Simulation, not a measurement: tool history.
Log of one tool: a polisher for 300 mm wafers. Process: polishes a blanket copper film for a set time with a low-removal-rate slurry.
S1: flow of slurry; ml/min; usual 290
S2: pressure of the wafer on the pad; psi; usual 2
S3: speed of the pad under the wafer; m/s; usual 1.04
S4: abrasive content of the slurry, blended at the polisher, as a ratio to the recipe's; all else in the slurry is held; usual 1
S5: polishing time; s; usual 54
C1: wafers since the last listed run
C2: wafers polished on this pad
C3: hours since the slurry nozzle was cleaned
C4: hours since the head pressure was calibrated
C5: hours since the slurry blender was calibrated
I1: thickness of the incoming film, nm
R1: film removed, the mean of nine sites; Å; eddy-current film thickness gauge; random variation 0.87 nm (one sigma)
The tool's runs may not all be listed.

Run 1, hour 0: usual settings; C1 0; C2 1178; C3 363; C4 322.6; C5 255.5; I1 741. Result: R1 999 Å.
At hour 66.9: slurry blender recalibrated.
Run 2, hour 70.4: usual settings; C1 386; C2 1565; C3 433.4; C4 393; C5 3.5; I1 730.1. Result: R1 976 Å.
At hour 141.2: worn pad replaced by a new one, of another model than before.
Run 3, hour 141.7: usual settings; C1 380; C2 2; C3 504.7; C4 464.3; C5 74.8; I1 736.1. Result: R1 1039 Å.
Run 4, hour 198.7: usual settings; C1 322; C2 324; C3 561.7; C4 521.3; C5 131.8; I1 747.6. Result: R1 1034 Å.
Run 5, hour 241.3: usual settings; C1 240; C2 565; C3 604.3; C4 563.9; C5 174.4; I1 731.2. Result: R1 1023 Å.
Run 6, hour 275.2: usual settings; C1 191; C2 756; C3 638.2; C4 597.8; C5 208.3; I1 744.4. Result: R1 1017 Å.
Run 7, hour 302.7: usual settings; C1 155; C2 912; C3 665.7; C4 625.3; C5 235.8; I1 736.5. Result: R1 996 Å.
Run 8, hour 352.2: usual settings but S5 65 s; C1 279; C2 1191; C3 715.2; C4 674.8; C5 285.3; I1 744.9. Result: R1 1198 Å.
At hour 355: head pressure recalibrated.
At hour 360.9: slurry nozzle cleaned.
At hour 382.5: slurry blender recalibrated.
Run 9, hour 404.3: usual settings but S5 65 s; C1 266; C2 1457; C3 43.4; C4 49.3; C5 21.8; I1 743. Result: R1 1197 Å.
At hour 484.7: worn pad replaced by a new one.
Run 10, hour 533.2: usual settings; C1 705; C2 274; C3 172.3; C4 178.2; C5 150.7; I1 738.4. Result: R1 1043 Å.
Run 11, hour 577.5: usual settings; C1 250; C2 524; C3 216.6; C4 222.5; C5 195; I1 743.1. Result: R1 1019 Å.
Run 12, hour 648.1: usual settings; C1 398; C2 923; C3 287.2; C4 293.1; C5 265.6; I1 733.3. Result: R1 1030 Å.
Run 13, hour 692.9: usual settings; C1 253; C2 1176; C3 332; C4 337.9; C5 310.4; I1 751.6. Result: R1 1014 Å.
At hour 710.9: slurry blender recalibrated.
Run 14, hour 735.2: usual settings but S2 1.7 psi; C1 227; C2 1404; C3 374.3; C4 380.2; C5 24.3; I1 722.4. Result: R1 947 Å.
Run 15, hour 787.4: usual settings; C1 294; C2 1699; C3 426.5; C4 432.4; C5 76.5; I1 740. Result: R1 989 Å.
Run 16, hour 817.6: usual settings but S1 380 ml/min; C1 170; C2 1869; C3 456.7; C4 462.6; C5 106.7; I1 738.3. Result: R1 1002 Å.
At hour 849.7: worn pad replaced by a new one.
Run 17, hour 857.1: usual settings; C1 200; C2 41; C3 496.2; C4 502.1; C5 146.2; I1 733.5. Result: R1 1050 Å.
Run 18, hour 897.4: usual settings but S4 1.2; C1 227; C2 269; C3 536.5; C4 542.4; C5 186.5; I1 739.8. Result: R1 1053 Å.
Run 19, hour 927.2: usual settings but S2 1.7 psi, S3 1.28 m/s; C1 168; C2 437; C3 566.3; C4 572.2; C5 216.3; I1 735.1. Result: R1 1080 Å.
At hour 1022.9: slurry blender recalibrated.
Run 20, hour 1052.8: usual settings but S5 40 s; C1 698; C2 1135; C3 691.9; C4 697.8; C5 29.9; I1 744.6. Result: R1 740 Å.
At hour 1057.2: head pressure recalibrated.
Run 21, hour 1102: usual settings but S3 1.24 m/s, S4 0.9, S5 47 s; C1 266; C2 1402; C3 741.1; C4 44.8; C5 79.1; I1 746. Result: R1 923 Å.
At hour 1109.5: slurry nozzle cleaned.
Run 22, hour 1133.7: usual settings; C1 173; C2 1576; C3 24.2; C4 76.5; C5 110.8; I1 737.9. Result: R1 970 Å.
Run 23, hour 1160.3: usual settings but S3 1.4 m/s; C1 150; C2 1726; C3 50.8; C4 103.1; C5 137.4; I1 741.7. Result: R1 1129 Å.
At hour 1185.1: worn pad replaced by a new one.
Run 24, hour 1186.1: usual settings but S2 2.3 psi, S3 0.7 m/s, S4 1.2; C1 123; C2 5; C3 76.6; C4 128.9; C5 163.2; I1 741.5. Result: R1 972 Å.
Run 25, hour 1213.7: usual settings but S2 2.2 psi; C1 155; C2 161; C3 104.2; C4 156.5; C5 190.8; I1 730.7. Result: R1 1087 Å.
Run 26, hour 1267.2: usual settings but S1 380 ml/min; C1 302; C2 463; C3 157.7; C4 210; C5 244.3; I1 731.3. Result: R1 1074 Å.
At hour 1313.7: slurry blender recalibrated.
Run 27, hour 1335.9: usual settings but S3 1.16 m/s; C1 376; C2 840; C3 226.4; C4 278.7; C5 22.2; I1 742.5. Result: R1 1063 Å.
Run 28, hour 1367: usual settings but S2 2.3 psi, S4 1.3; C1 175; C2 1016; C3 257.5; C4 309.8; C5 53.3; I1 729.4. Result: R1 1120 Å.
Run 29, hour 1410.8: usual settings but S2 2.6 psi, S3 1.28 m/s, S4 1.2, S5 38 s; C1 247; C2 1263; C3 301.3; C4 353.6; C5 97.1; I1 725.6. Result: R1 870 Å.
Run 30, hour 1458.5: usual settings; C1 269; C2 1533; C3 349; C4 401.3; C5 144.8; I1 732.3. Result: R1 999 Å.

How the hidden state differs across the entries between the runs, from the last listed run before each to the first after it:
Between runs 1 and 2: slurry blender recalibrated (hour 66.9)
  removal rate lost through wear of the pad, %: 5.3 -> 6.9
  measured less the result without the state, R1: -56 -> -73 Å
Between runs 2 and 3: worn pad replaced by a new one, of another model than before (hour 141.2)
  removal rate lost through wear of the pad, %: 6.9 -> 0.841
  measured less the result without the state, R1: -73 -> -9 Å
Between runs 8 and 9: head pressure recalibrated (hour 355); slurry nozzle cleaned (hour 360.9); slurry blender recalibrated (hour 382.5)
  removal rate lost through wear of the pad, %: 5.63 -> 6.81
  measured less the result without the state, R1: -72 -> -87 Å
Between runs 9 and 10: worn pad replaced by a new one (hour 484.7)
  removal rate lost through wear of the pad, %: 6.81 -> 1.22
  measured less the result without the state, R1: -87 -> -13 Å
Between runs 13 and 14: slurry blender recalibrated (hour 710.9)
  removal rate lost through wear of the pad, %: 4.85 -> 5.81
  measured less the result without the state, R1: -52 -> -58 Å
Between runs 16 and 17: worn pad replaced by a new one (hour 849.7)
  removal rate lost through wear of the pad, %: 7.68 -> 1.29
  measured less the result without the state, R1: -83 -> -14 Å
Between runs 19 and 20: slurry blender recalibrated (hour 1022.9)
  removal rate lost through wear of the pad, %: 2.89 -> 5.74
  measured less the result without the state, R1: -32 -> -45 Å
Between runs 20 and 21: head pressure recalibrated (hour 1057.2)
  removal rate lost through wear of the pad, %: 5.74 -> 6.86
  measured less the result without the state, R1: -45 -> -68 Å
Between runs 21 and 22: slurry nozzle cleaned (hour 1109.5)
  removal rate lost through wear of the pad, %: 6.86 -> 7.58
  measured less the result without the state, R1: -68 -> -79 Å
Between runs 23 and 24: worn pad replaced by a new one (hour 1185.1)
  removal rate lost through wear of the pad, %: 8.19 -> 0.546
  measured less the result without the state, R1: -101 -> -5 Å
Between runs 26 and 27: slurry blender recalibrated (hour 1313.7)
  removal rate lost through wear of the pad, %: 2.39 -> 3.95
  measured less the result without the state, R1: -26 -> -43 Å

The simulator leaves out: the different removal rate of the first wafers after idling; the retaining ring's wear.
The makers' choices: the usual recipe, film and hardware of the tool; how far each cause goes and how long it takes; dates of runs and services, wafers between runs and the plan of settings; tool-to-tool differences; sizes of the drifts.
